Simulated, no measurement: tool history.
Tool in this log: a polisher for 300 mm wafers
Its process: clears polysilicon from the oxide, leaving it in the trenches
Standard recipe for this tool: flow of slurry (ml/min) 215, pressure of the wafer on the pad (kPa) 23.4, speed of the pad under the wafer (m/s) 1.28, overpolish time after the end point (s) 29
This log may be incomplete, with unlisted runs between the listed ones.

run	hour	flow of slurry (ml/min)	pressure of the wafer on the pad (kPa)	speed of the pad under the wafer (m/s)	overpolish time after the end point (s)	incoming thickness of the incoming film, nm	time until the end point was called (s)
1	0.0	215	23.4	1.28	29	564.0	36.6
2	34.9	215	23.4	1.28	29	575.4	39.0
# hour 42.1: worn pad replaced by a new one
3	52.8	215	23.4	1.28	29	567.1	37.6
4	85.3	215	23.4	1.44	29	568.0	36.2
5	105.3	215	23.4	1.56	29	573.5	33.6
# hour 125.0: slurry nozzle cleaned
6	129.2	215	23.4	1.28	29	570.4	35.4
# hour 133.4: head pressure recalibrated
# hour 148.2: worn pad replaced by a new one
7	156.6	215	23.4	1.28	29	566.8	32.1
8	171.7	215	23.4	1.48	29	579.2	29.8
9	193.4	215	23.4	1.28	45	576.7	34.5
10	209.3	215	23.4	1.28	29	570.4	33.1
# hour 233.0: worn pad replaced by a new one
11	236.9	215	29.6	1.14	19	571.1	29.0

Estimate the outcome of run 12 from the log above:
12	286.9	160	15.9	1.28	29	578.9	?

{"run 12": {"time until the end point was called (s)": 54.4}}
If the tool had no hidden condition, the same run with the same run-to-run variation would have returned time until the end point was called (s) 50.0.
